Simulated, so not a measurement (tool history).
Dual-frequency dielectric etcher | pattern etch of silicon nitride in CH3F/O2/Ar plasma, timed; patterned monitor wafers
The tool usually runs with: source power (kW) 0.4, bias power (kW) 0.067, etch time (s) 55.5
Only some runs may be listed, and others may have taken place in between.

run   hour  source power (kW)  bias power (kW)  etch time (s)  wafers since the last listed run  hours since the last wet clean  hours since the last source power generator calibration  hours since the last bias power generator calibration  hours since the last upper electrode change  hours since the gauge calibration  read-back reference wafer on the same gauge, depth_nm  mean etch depth across the wafer (Å)
  1      0               0.32            0.067           55.5                                 0                             322                                                   3795.5                                                 1512.6                                       3063.7                              598.5                                                   27.8                                 329.4
  2   28.7                0.4            0.067           55.5                               391                           350.7                                                   3824.2                                                 1541.3                                       3092.4                              627.2                                                  27.75                                 342.2
  3   51.9                0.4            0.067           55.5                               316                           373.9                                                   3847.4                                                 1564.5                                       3115.6                              650.4                                                  27.71                                 341.2
  4   73.6                0.4            0.067           55.5                               295                           395.6                                                   3869.1                                                 1586.2                                       3137.3                              672.1                                                  27.75                                 340.3
  5   88.9                0.4            0.067           55.5                               208                           410.9                                                   3884.4                                                 1601.5                                       3152.6                              687.4                                                  27.69                                 343.9
  6  103.9                0.4            0.067           55.5                               204                           425.9                                                   3899.4                                                 1616.5                                       3167.6                              702.4                                                  27.71                                 344.1
  7  135.3                0.4            0.067           55.5                               427                           457.3                                                   3930.8                                                 1647.9                                         3199                              733.8                                                  27.67                                 341.8
  8  168.9                0.4            0.067           55.5                               457                           490.9                                                   3964.4                                                 1681.5                                       3232.6                              767.4                                                  27.59                                   344
  9    189                0.4            0.067           55.5                               273                             511                                                   3984.5                                                 1701.6                                       3252.7                              787.5                                                  27.61                                 339.2
     197.5  -- gauge calibrated
 10  224.8                0.4            0.067           55.5                               487                           546.8                                                   4020.3                                                 1737.4                                       3288.5                               27.3                                                  28.33                                 347.8
 11  237.4                0.4            0.067           55.5                               171                           559.4                                                   4032.9                                                   1750                                       3301.1                               39.9                                                  28.26                                   349
 12  249.9                0.4            0.067           55.5                               170                           571.9                                                   4045.4                                                 1762.5                                       3313.6                               52.4                                                  28.27                                 349.7
 13  270.9               0.43            0.067             42                               286                           592.9                                                   4066.4                                                 1783.5                                       3334.6                               73.4                                                  28.28                                 268.4
 14  298.2                0.4            0.082           55.5                               372                           620.2                                                   4093.7                                                 1810.8                                       3361.9                              100.7                                                  28.25                                 378.7
     334.6  -- wet clean of the chamber
 15  335.1               0.44            0.067           55.5                               175                             0.5                                                   4130.6                                                 1847.7                                       3398.8                              137.6                                                  28.19                                 353.5
 16  351.1               0.32            0.053           41.5                               218                            16.5                                                   4146.6                                                 1863.7                                       3414.8                              153.6                                                  28.14                                 221.8
 17  365.6                0.4            0.067           49.5                               197                              31                                                   4161.1                                                 1878.2                                       3429.3                              168.1                                                  28.13                                 312.9
 18  386.9                0.4            0.067           55.5                               290                            52.3                                                   4182.4                                                 1899.5                                       3450.6                              189.4                                                  28.16                                 349.4
     407.9  -- source power generator calibrated
 19  408.4                0.4            0.067           55.5                               238                            73.8                                                      0.5                                                   1921                                       3472.1                              210.9                                                  28.14                                   347
 20  424.7                0.4            0.075           69.5                               222                            90.1                                                     16.8                                                 1937.3                                       3488.4                              227.2                                                  28.08                                 455.3
 21  459.4                0.4            0.056           55.5                               472                           124.8                                                     51.5                                                   1972                                       3523.1                              261.9                                                  28.02                                 321.7
     482.2  -- bias power generator calibrated
     489.9  -- upper electrode replaced
 22  490.4                0.4            0.067           55.5                               261                           155.8                                                     82.5                                                    8.2                                          0.5                              292.9                                                  27.95                                 347.2
 23  504.3               0.43            0.051           69.5                               189                           169.7                                                     96.4                                                   22.1                                         14.4                              306.8                                                  27.99                                   396
 24  521.3                0.4            0.067           47.5                               231                           186.7                                                    113.4                                                   39.1                                         31.4                              323.8                                                  27.98                                 295.9
 25  538.5               0.32            0.067           55.5                               234                           203.9                                                    130.6                                                   56.3                                         48.6                                341                                                  27.98                                 327.7
 26  569.3               0.34            0.077           61.5                               419                           234.7                                                    161.4                                                   87.1                                         79.4                              371.8                                                  27.85                                 392.1
 27  592.8               0.37            0.051             61                               320                           258.2                                                    184.9                                                  110.6                                        102.9                              395.3                                                  27.91                                 328.9
 28  616.4                0.4             0.05           55.5                               321                           281.8                                                    208.5                                                  134.2                                        126.5                              418.9                                                  27.86                                 304.6
 29  632.7               0.49            0.056           43.5                               222                           298.1                                                    224.8                                                  150.5                                        142.8                              435.2                                                  27.82                                 262.5
 30  653.8                0.4            0.067           43.5                               287                           319.2                                                    245.9                                                  171.6                                        163.9                              456.3                                                  27.76                                 270.6
 31  685.1                0.4            0.074             67                               426                           350.5                                                    277.2                                                  202.9                                        195.2                              487.6                                                  27.75                                 432.5

Forecast each of these 3 alternatives for the next run:
  A  685.5                0.4            0.063           55.5                                 5                           350.9                                                    277.6                                                  203.3                                        195.6                                488                                                      ?                                     ?
  B  685.5                0.4            0.067           67.5                                 5                           350.9                                                    277.6                                                  203.3                                        195.6                                488                                                      ?                                     ?
  C  685.5                0.4            0.059           42.5                                 5                           350.9                                                    277.6                                                  203.3                                        195.6                                488                                                      ?                                     ?

run  read-back reference wafer on the same gauge, depth_nm  mean etch depth across the wafer (Å)
  A                                                   27.8                                   332
  B                                                   27.8                                 414.5
  C                                                   27.8                                 247.2
What these runs would have given with no unlogged condition in the tool:
run  mean etch depth across the wafer (Å)
  A                                 339.5
  B                                 423.9
  C                                 252.8
